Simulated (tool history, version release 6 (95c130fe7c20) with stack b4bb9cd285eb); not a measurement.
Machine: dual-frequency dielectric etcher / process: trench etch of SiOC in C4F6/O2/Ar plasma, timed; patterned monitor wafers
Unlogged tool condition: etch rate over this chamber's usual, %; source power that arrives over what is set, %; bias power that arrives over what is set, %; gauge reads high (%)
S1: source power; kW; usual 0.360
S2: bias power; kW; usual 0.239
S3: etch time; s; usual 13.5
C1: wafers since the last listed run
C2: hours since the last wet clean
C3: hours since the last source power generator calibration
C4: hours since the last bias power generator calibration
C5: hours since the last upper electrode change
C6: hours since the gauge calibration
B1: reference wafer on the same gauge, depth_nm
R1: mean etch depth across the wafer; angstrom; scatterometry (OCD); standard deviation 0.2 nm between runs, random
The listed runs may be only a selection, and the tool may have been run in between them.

{"run": 1, "hour": 0.0, "S1": 0.36, "S2": 0.239, "S3": 14.5, "C1": 0, "C2": 50.2, "C3": 1900.2, "C4": 3480.5, "C5": 4644.2, "C6": 773.2, "B1": 23.9, "R1": 305.6}
{"run": 2, "hour": 101.8, "S1": 0.36, "S2": 0.239, "S3": 13.5, "C1": 948, "C2": 152.0, "C3": 2002.0, "C4": 3582.3, "C5": 4746.0, "C6": 875.0, "B1": 23.94, "R1": 279.4}
{"run": 3, "hour": 196.5, "S1": 0.36, "S2": 0.239, "S3": 13.5, "C1": 882, "C2": 246.7, "C3": 2096.7, "C4": 3677.0, "C5": 4840.7, "C6": 969.7, "B1": 23.93, "R1": 283.6}
{"hour": 215.7, "done": "gauge calibrated"}
{"run": 4, "hour": 237.9, "S1": 0.36, "S2": 0.239, "S3": 13.5, "C1": 385, "C2": 288.1, "C3": 2138.1, "C4": 3718.4, "C5": 4882.1, "C6": 22.2, "B1": 23.93, "R1": 283.4}
{"run": 5, "hour": 310.3, "S1": 0.3, "S2": 0.239, "S3": 13.5, "C1": 674, "C2": 360.5, "C3": 2210.5, "C4": 3790.8, "C5": 4954.5, "C6": 94.6, "B1": 23.9, "R1": 267.2}
{"run": 6, "hour": 383.6, "S1": 0.36, "S2": 0.239, "S3": 13.5, "C1": 683, "C2": 433.8, "C3": 2283.8, "C4": 3864.1, "C5": 5027.8, "C6": 167.9, "B1": 23.89, "R1": 277.8}
{"run": 7, "hour": 435.2, "S1": 0.36, "S2": 0.239, "S3": 13.5, "C1": 481, "C2": 485.4, "C3": 2335.4, "C4": 3915.7, "C5": 5079.4, "C6": 219.5, "B1": 23.91, "R1": 277.5}
{"run": 8, "hour": 478.0, "S1": 0.36, "S2": 0.239, "S3": 13.5, "C1": 398, "C2": 528.2, "C3": 2378.2, "C4": 3958.5, "C5": 5122.2, "C6": 262.3, "B1": 23.86, "R1": 281.4}
{"hour": 514.4, "done": "upper electrode replaced"}
{"hour": 599.1, "done": "wet clean of the chamber"}
{"run": 9, "hour": 599.6, "S1": 0.36, "S2": 0.239, "S3": 13.5, "C1": 686, "C2": 0.5, "C3": 2499.8, "C4": 4080.1, "C5": 85.2, "C6": 383.9, "B1": 23.92, "R1": 271.5}
{"run": 10, "hour": 638.8, "S1": 0.36, "S2": 0.239, "S3": 13.5, "C1": 365, "C2": 39.7, "C3": 2539.0, "C4": 4119.3, "C5": 124.4, "C6": 423.1, "B1": 23.9, "R1": 269.2}
{"run": 11, "hour": 739.9, "S1": 0.36, "S2": 0.239, "S3": 13.5, "C1": 942, "C2": 140.8, "C3": 2640.1, "C4": 4220.4, "C5": 225.5, "C6": 524.2, "B1": 23.9, "R1": 272.7}
{"run": 12, "hour": 840.5, "S1": 0.36, "S2": 0.239, "S3": 13.5, "C1": 937, "C2": 241.4, "C3": 2740.7, "C4": 4321.0, "C5": 326.1, "C6": 624.8, "B1": 23.87, "R1": 269.1}
{"run": 13, "hour": 882.6, "S1": 0.38, "S2": 0.239, "S3": 14.5, "C1": 392, "C2": 283.5, "C3": 2782.8, "C4": 4363.1, "C5": 368.2, "C6": 666.9, "B1": 23.92, "R1": 292.6}
{"hour": 978.2, "done": "wet clean of the chamber, repeated, since the last time left the tool worse"}
{"run": 14, "hour": 978.7, "S1": 0.32, "S2": 0.239, "S3": 12.0, "C1": 672, "C2": 0.5, "C3": 2878.9, "C4": 4459.2, "C5": 464.3, "C6": 763.0, "B1": 23.89, "R1": 244.8}
{"run": 15, "hour": 1045.0, "S1": 0.36, "S2": 0.219, "S3": 16.5, "C1": 618, "C2": 66.8, "C3": 2945.2, "C4": 4525.5, "C5": 530.6, "C6": 829.3, "B1": 23.9, "R1": 342.4}
{"hour": 1075.6, "done": "gauge calibrated"}
{"run": 16, "hour": 1135.5, "S1": 0.36, "S2": 0.239, "S3": 15.5, "C1": 843, "C2": 157.3, "C3": 3035.7, "C4": 4616.0, "C5": 621.1, "C6": 59.9, "B1": 23.94, "R1": 327.4}
{"hour": 1177.1, "done": "bias power generator calibrated"}
{"run": 17, "hour": 1181.0, "S1": 0.43, "S2": 0.239, "S3": 13.5, "C1": 386, "C2": 202.8, "C3": 3081.2, "C4": 3.9, "C5": 666.6, "C6": 105.4, "B1": 23.89, "R1": 299.0}
{"hour": 1210.4, "done": "source power generator calibrated"}
{"run": 18, "hour": 1249.6, "S1": 0.33, "S2": 0.28, "S3": 15.0, "C1": 602, "C2": 271.4, "C3": 39.2, "C4": 72.5, "C5": 735.2, "C6": 174.0, "B1": 23.93, "R1": 319.1}
{"run": 19, "hour": 1286.5, "S1": 0.36, "S2": 0.239, "S3": 13.5, "C1": 343, "C2": 308.3, "C3": 76.1, "C4": 109.4, "C5": 772.1, "C6": 210.9, "B1": 23.91, "R1": 283.1}
{"run": 20, "hour": 1343.2, "S1": 0.41, "S2": 0.239, "S3": 13.5, "C1": 528, "C2": 365.0, "C3": 132.8, "C4": 166.1, "C5": 828.8, "C6": 267.6, "B1": 23.92, "R1": 292.4}
{"run": 21, "hour": 1410.5, "S1": 0.31, "S2": 0.194, "S3": 17.0, "C1": 627, "C2": 432.3, "C3": 200.1, "C4": 233.4, "C5": 896.1, "C6": 334.9, "B1": 23.97, "R1": 326.2}
{"hour": 1500.0, "done": "wet clean of the chamber"}
{"run": 22, "hour": 1500.5, "S1": 0.43, "S2": 0.239, "S3": 13.5, "C1": 615, "C2": 0.5, "C3": 290.1, "C4": 323.4, "C5": 986.1, "C6": 424.9, "B1": 23.88, "R1": 299.2}
{"run": 23, "hour": 1571.4, "S1": 0.36, "S2": 0.239, "S3": 13.5, "C1": 660, "C2": 71.4, "C3": 361.0, "C4": 394.3, "C5": 1057.0, "C6": 495.8, "B1": 23.89, "R1": 286.5}
{"run": 24, "hour": 1607.8, "S1": 0.3, "S2": 0.214, "S3": 13.5, "C1": 339, "C2": 107.8, "C3": 397.4, "C4": 430.7, "C5": 1093.4, "C6": 532.2, "B1": 23.92, "R1": 264.1}
{"run": 25, "hour": 1653.7, "S1": 0.36, "S2": 0.288, "S3": 13.5, "C1": 427, "C2": 153.7, "C3": 443.3, "C4": 476.6, "C5": 1139.3, "C6": 578.1, "B1": 23.91, "R1": 296.1}

4 ways to go on from here, each from the tool as it stands after run 25. What would each give?
{"run": "A", "hour": 1654.1, "S1": 0.36, "S2": 0.239, "S3": 13.5, "C1": 3, "C2": 154.1, "C3": 443.7, "C4": 477.0, "C5": 1139.7, "C6": 578.5, "B1": "?", "R1": "?"}
{"run": "B", "hour": 1654.1, "S1": 0.28, "S2": 0.239, "S3": 11.5, "C1": 3, "C2": 154.1, "C3": 443.7, "C4": 477.0, "C5": 1139.7, "C6": 578.5, "B1": "?", "R1": "?"}
{"run": "C", "hour": 1654.1, "S1": 0.36, "S2": 0.239, "S3": 12.5, "C1": 3, "C2": 154.1, "C3": 443.7, "C4": 477.0, "C5": 1139.7, "C6": 578.5, "B1": "?", "R1": "?"}
{"run": "D", "hour": 1654.1, "S1": 0.3, "S2": 0.196, "S3": 16.0, "C1": 3, "C2": 154.1, "C3": 443.7, "C4": 477.0, "C5": 1139.7, "C6": 578.5, "B1": "?", "R1": "?"}

run=A B1=23.90 R1=284.9
run=B B1=23.90 R1=226.6
run=C B1=23.90 R1=263.8
run=D B1=23.90 R1=306.2
Had the tool no hidden state, the same runs would have come out as:
run=A R1=287.4
run=B R1=228.6
run=C R1=266.1
run=D R1=309.0

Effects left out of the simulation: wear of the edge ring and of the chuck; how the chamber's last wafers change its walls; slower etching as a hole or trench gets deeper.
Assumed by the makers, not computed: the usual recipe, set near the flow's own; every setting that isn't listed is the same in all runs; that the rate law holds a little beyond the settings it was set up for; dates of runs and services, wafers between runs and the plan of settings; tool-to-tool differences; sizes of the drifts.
